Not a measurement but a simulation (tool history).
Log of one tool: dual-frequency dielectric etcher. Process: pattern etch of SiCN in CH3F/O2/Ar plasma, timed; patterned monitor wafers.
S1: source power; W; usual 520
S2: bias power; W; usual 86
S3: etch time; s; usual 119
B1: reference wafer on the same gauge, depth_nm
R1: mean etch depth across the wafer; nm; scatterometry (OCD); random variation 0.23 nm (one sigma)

| run | hour | S1 | S2 | S3 | B1 | R1 |
|---|---|---|---|---|---|---|
| 1 | 0 | 520 | 86 | 119 | 51.1 | 52.9 |
| 2 | 51.4 | 520 | 86 | 119 | 51.2 | 53.2 |
| 3 | 98.6 | 520 | 86 | 119 | 51.4 | 53.6 |
| 4 | 163.7 | 520 | 86 | 91.5 | 51.7 | 41.2 |
| 5 | 222.3 | 520 | 86 | 119 | 51.8 | 53.7 |
| 6 | 257.6 | 520 | 86 | 119 | 51.8 | 53.7 |
| 7 | 297.9 | 520 | 86 | 119 | 51.9 | 53.9 |
| 8 | 347 | 440 | 86 | 119 | 52 | 49.2 |
|  | 418.8 | wet clean of the chamber |
|  | 420.6 | source power generator calibrated |
|  | 443 | upper electrode replaced |
| 9 | 443.5 | 440 | 86 | 119 | 52.1 | 49.7 |
| 10 | 446.2 | 520 | 86 | 119 | 52.1 | 54 |
| 11 | 485.4 | 520 | 86 | 119 | 52.1 | 54 |
| 12 | 541.3 | 520 | 86 | 119 | 52.1 | 54.1 |
| 13 | 577.1 | 520 | 86 | 132.5 | 52.1 | 60.2 |
| 14 | 630.9 | 580 | 104 | 142 | 52.1 | 72.8 |
|  | 654.3 | gauge calibrated |
|  | 743.2 | bias power generator calibrated |
|  | 752.7 | wet clean of the chamber |
| 15 | 753.2 | 440 | 86 | 119 | 51.3 | 48.6 |
| 16 | 761.5 | 620 | 72 | 103.5 | 51.3 | 47.7 |
| 17 | 833.9 | 600 | 80 | 135.5 | 51.6 | 63.8 |
| 18 | 871.7 | 580 | 104 | 142 | 51.6 | 71.7 |
| 19 | 941.4 | 590 | 86 | 91 | 51.8 | 43.2 |
| 20 | 975.9 | 520 | 103 | 88.5 | 51.9 | 42.8 |
| 21 | 1039.6 | 390 | 70 | 119 | 52 | 43.4 |
|  | 1114.3 | wet clean of the chamber |
| 22 | 1114.8 | 520 | 86 | 138.5 | 52 | 62.8 |
| 23 | 1172.5 | 430 | 86 | 119 | 52 | 49.1 |
| 24 | 1221.7 | 600 | 104 | 88.5 | 52.1 | 45.9 |
| 25 | 1253.8 | 520 | 99 | 96 | 52.1 | 45.6 |

3 ways to go on from here, each from the tool as it stands after run 25. What would each give?
| A | 1254.2 | 520 | 96 | 119 | ? | ? |
| B | 1254.2 | 630 | 86 | 119 | ? | ? |
| C | 1254.2 | 520 | 97 | 119 | ? | ? |

| run | B1 | R1 |
|---|---|---|
| A | 52.1 | 56.2 |
| B | 52.1 | 59.3 |
| C | 52.1 | 56.4 |
Without the tool's hidden state the same runs would have given:
| run | R1 |
|---|---|
| A | 54.8 |
| B | 57.8 |
| C | 55 |
